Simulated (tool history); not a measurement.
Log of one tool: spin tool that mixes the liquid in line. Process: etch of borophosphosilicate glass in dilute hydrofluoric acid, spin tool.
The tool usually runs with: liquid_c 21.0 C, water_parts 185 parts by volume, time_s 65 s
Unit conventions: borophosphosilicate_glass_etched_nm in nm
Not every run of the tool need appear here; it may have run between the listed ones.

| run | hour | liquid_c | water_parts | time_s | wafers since the last listed run | hours since the thermometer was replaced | hours since the hydrofluoric acid flow meter was replaced | hours since the gauge calibration | read-back film thickness of the borophosphosilicate glass reference wafer, read on the same gauge (nm) | borophosphosilicate_glass_etched_nm |
|---|---|---|---|---|---|---|---|---|---|---|
| 1 | 0.0 | 21.0 | 185 | 65 | 0 | 1044.0 | 1424.8 | 3632.1 | 30.01 | 23.53 |
| 2 | 107.9 | 21.0 | 185 | 65 | 1041 | 1151.9 | 1532.7 | 3740.0 | 30.01 | 23.86 |
| 3 | 150.6 | 21.0 | 185 | 65 | 412 | 1194.6 | 1575.4 | 3782.7 | 29.99 | 23.79 |
| 4 | 249.2 | 21.0 | 185 | 65 | 952 | 1293.2 | 1674.0 | 3881.3 | 30.02 | 24.28 |
| 5 | 361.6 | 21.0 | 185 | 65 | 1085 | 1405.6 | 1786.4 | 3993.7 | 30.04 | 24.18 |
|  | 459.6 | hydrofluoric acid flow meter replaced |
| 6 | 464.9 | 22.5 | 185 | 40 | 987 | 1508.9 | 5.3 | 4097.0 | 29.96 | 13.90 |
|  | 575.1 | thermometer replaced |
| 7 | 629.8 | 22.5 | 185 | 40 | 1582 | 54.7 | 170.2 | 4261.9 | 29.99 | 14.03 |
| 8 | 724.6 | 22.5 | 185 | 40 | 915 | 149.5 | 265.0 | 4356.7 | 30.03 | 14.27 |
| 9 | 818.5 | 19.0 | 185 | 85 | 906 | 243.4 | 358.9 | 4450.6 | 29.96 | 26.20 |
| 10 | 879.5 | 21.0 | 185 | 65 | 589 | 304.4 | 419.9 | 4511.6 | 29.99 | 22.12 |
| 11 | 933.6 | 18.0 | 135 | 65 | 522 | 358.5 | 474.0 | 4565.7 | 30.03 | 28.09 |
| 12 | 1026.2 | 24.5 | 185 | 65 | 894 | 451.1 | 566.6 | 4658.3 | 30.00 | 25.40 |
|  | 1070.9 | gauge calibrated |
| 13 | 1126.4 | 21.0 | 185 | 65 | 967 | 551.3 | 666.8 | 55.5 | 30.07 | 22.59 |
| 14 | 1177.2 | 21.0 | 185 | 65 | 490 | 602.1 | 717.6 | 106.3 | 30.05 | 22.31 |
| 15 | 1221.7 | 17.0 | 225 | 35 | 429 | 646.6 | 762.1 | 150.8 | 30.00 | 8.13 |
| 16 | 1299.9 | 21.0 | 220 | 35 | 755 | 724.8 | 840.3 | 229.0 | 29.96 | 9.76 |
| 17 | 1429.7 | 21.0 | 185 | 95 | 1253 | 854.6 | 970.1 | 358.8 | 30.02 | 33.41 |
| 18 | 1469.0 | 21.0 | 185 | 35 | 379 | 893.9 | 1009.4 | 398.1 | 30.02 | 12.33 |
| 19 | 1530.7 | 21.0 | 140 | 65 | 595 | 955.6 | 1071.1 | 459.8 | 30.04 | 31.50 |
| 20 | 1596.3 | 22.5 | 185 | 40 | 633 | 1021.2 | 1136.7 | 525.4 | 30.00 | 14.98 |

Forecast run 21:
| 21 | 1656.2 | 19.5 | 150 | 45 | 578 | 1081.1 | 1196.6 | 585.3 | ? | ? |

read-back film thickness of the borophosphosilicate glass reference wafer, read on the same gauge (nm): 29.97
borophosphosilicate_glass_etched_nm: 19.05 nm
Minus the tool's unlogged condition, the same run would have read borophosphosilicate_glass_etched_nm 17.49 nm.
